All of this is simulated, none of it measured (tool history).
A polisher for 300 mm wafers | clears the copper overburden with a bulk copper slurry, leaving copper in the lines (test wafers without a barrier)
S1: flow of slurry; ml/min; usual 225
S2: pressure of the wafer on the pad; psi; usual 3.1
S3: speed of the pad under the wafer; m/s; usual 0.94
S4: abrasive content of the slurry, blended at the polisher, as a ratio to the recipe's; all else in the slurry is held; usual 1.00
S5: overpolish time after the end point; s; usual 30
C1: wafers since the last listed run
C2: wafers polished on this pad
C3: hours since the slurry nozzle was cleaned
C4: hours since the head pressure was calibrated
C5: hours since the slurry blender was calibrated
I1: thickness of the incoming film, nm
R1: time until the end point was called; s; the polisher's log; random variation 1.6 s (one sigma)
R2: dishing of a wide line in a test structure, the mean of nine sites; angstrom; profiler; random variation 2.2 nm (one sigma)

Run 1, hour 0.0: usual settings; C1 0; C2 831; C3 195.5; C4 744.2; C5 123.8; I1 942.8. Result: R1 101.6 s, R2 1063 angstrom.
Run 2, hour 12.7: usual settings; C1 93; C2 925; C3 208.2; C4 756.9; C5 136.5; I1 929.5. Result: R1 105.0 s, R2 1068 angstrom.
At hour 22.3: slurry blender recalibrated.
Run 3, hour 23.6: usual settings; C1 65; C2 990; C3 219.1; C4 767.8; C5 1.3; I1 950.3. Result: R1 86.5 s, R2 1082 angstrom.
At hour 31.0: slurry nozzle cleaned.
Run 4, hour 37.8: usual settings; C1 97; C2 1087; C3 6.8; C4 782.0; C5 15.5; I1 946.4. Result: R1 89.2 s, R2 1106 angstrom.
Run 5, hour 44.4: usual settings; C1 48; C2 1136; C3 13.4; C4 788.6; C5 22.1; I1 929.1. Result: R1 83.8 s, R2 1121 angstrom.
Run 6, hour 55.6: usual settings; C1 82; C2 1218; C3 24.6; C4 799.8; C5 33.3; I1 939.6. Result: R1 88.1 s, R2 1114 angstrom.
Run 7, hour 65.7: usual settings but S1 175 ml/min; C1 74; C2 1292; C3 34.7; C4 809.9; C5 43.4; I1 935.9. Result: R1 89.7 s, R2 1046 angstrom.
At hour 78.7: worn pad replaced by a new one.
Run 8, hour 82.7: usual settings but S1 175 ml/min; C1 95; C2 29; C3 51.7; C4 826.9; C5 60.4; I1 953.5. Result: R1 97.1 s, R2 1047 angstrom.
Run 9, hour 90.7: usual settings but S1 175 ml/min; C1 58; C2 88; C3 59.7; C4 834.9; C5 68.4; I1 958.2. Result: R1 95.5 s, R2 1122 angstrom.
Run 10, hour 107.8: usual settings; C1 125; C2 213; C3 76.8; C4 852.0; C5 85.5; I1 939.4. Result: R1 90.1 s, R2 1050 angstrom.
Run 11, hour 123.2: usual settings but S1 245 ml/min; C1 113; C2 326; C3 92.2; C4 867.4; C5 100.9; I1 937.7. Result: R1 92.9 s, R2 1120 angstrom.
Run 12, hour 139.2: usual settings but S1 245 ml/min; C1 117; C2 444; C3 108.2; C4 883.4; C5 116.9; I1 936.7. Result: R1 94.2 s, R2 1101 angstrom.
Run 13, hour 147.2: usual settings but S4 0.90; C1 58; C2 503; C3 116.2; C4 891.4; C5 124.9; I1 931.0. Result: R1 99.3 s, R2 1014 angstrom.
Run 14, hour 160.4: usual settings but S3 0.84 m/s; C1 97; C2 600; C3 129.4; C4 904.6; C5 138.1; I1 943.0. Result: R1 112.7 s, R2 986 angstrom.
At hour 169.9: slurry blender recalibrated.
Run 15, hour 177.4: usual settings but S1 270 ml/min, S3 1.18 m/s; C1 110; C2 710; C3 146.4; C4 921.6; C5 7.5; I1 946.5. Result: R1 73.4 s, R2 1177 angstrom.
Run 16, hour 193.0: usual settings but S4 0.85; C1 114; C2 825; C3 162.0; C4 937.2; C5 23.1; I1 928.6. Result: R1 92.7 s, R2 1099 angstrom.
Run 17, hour 207.2: usual settings but S3 0.66 m/s; C1 104; C2 929; C3 176.2; C4 951.4; C5 37.3; I1 927.2. Result: R1 116.6 s, R2 1008 angstrom.
At hour 221.5: head pressure recalibrated.
Run 18, hour 222.0: usual settings but S3 0.72 m/s; C1 94; C2 1023; C3 191.0; C4 0.5; C5 52.1; I1 936.8. Result: R1 105.7 s, R2 1032 angstrom.
At hour 231.4: slurry nozzle cleaned.
At hour 239.6: worn pad replaced by a new one.
Run 19, hour 240.1: usual settings; C1 96; C2 3; C3 8.7; C4 18.6; C5 70.2; I1 925.7. Result: R1 90.3 s, R2 1079 angstrom.
Run 20, hour 252.7: usual settings but S1 245 ml/min; C1 92; C2 96; C3 21.3; C4 31.2; C5 82.8; I1 955.5. Result: R1 94.9 s, R2 1033 angstrom.
Run 21, hour 264.1: usual settings; C1 83; C2 180; C3 32.7; C4 42.6; C5 94.2; I1 945.3. Result: R1 97.7 s, R2 1078 angstrom.
Run 22, hour 278.3: usual settings but S2 3.9 psi, S3 0.64 m/s, S4 0.90, S5 18 s; C1 104; C2 284; C3 46.9; C4 56.8; C5 108.4; I1 955.1. Result: R1 107.3 s, R2 821 angstrom.
At hour 291.3: slurry blender recalibrated.
Run 23, hour 293.4: usual settings but S3 1.16 m/s, S5 37 s; C1 96; C2 380; C3 62.0; C4 71.9; C5 2.1; I1 948.5. Result: R1 72.7 s, R2 1231 angstrom.
Run 24, hour 316.3: usual settings but S1 265 ml/min, S3 0.84 m/s, S4 0.80; C1 168; C2 549; C3 84.9; C4 94.8; C5 25.0; I1 953.3. Result: R1 101.4 s, R2 1039 angstrom.
Run 25, hour 325.5: usual settings but S1 195 ml/min, S2 2.5 psi, S3 0.76 m/s; C1 67; C2 616; C3 94.1; C4 104.0; C5 34.2; I1 938.4. Result: R1 124.8 s, R2 893 angstrom.
Run 26, hour 332.3: usual settings but S1 300 ml/min, S3 1.16 m/s, S4 0.85; C1 49; C2 666; C3 100.9; C4 110.8; C5 41.0; I1 921.7. Result: R1 74.7 s, R2 1153 angstrom.

The next listed run, before its measurement:
Run 27, hour 344.8: usual settings but S1 160 ml/min, S2 3.7 psi, S3 1.04 m/s; C1 91; C2 758; C3 113.4; C4 123.3; C5 53.5; I1 935.0. Result: R1 ?, R2 ?.

Run 27 gave R1 73.1 s, R2 1208 angstrom.
Without the tool's hidden state the same run would have given R1 69.2 s, R2 1224 angstrom.
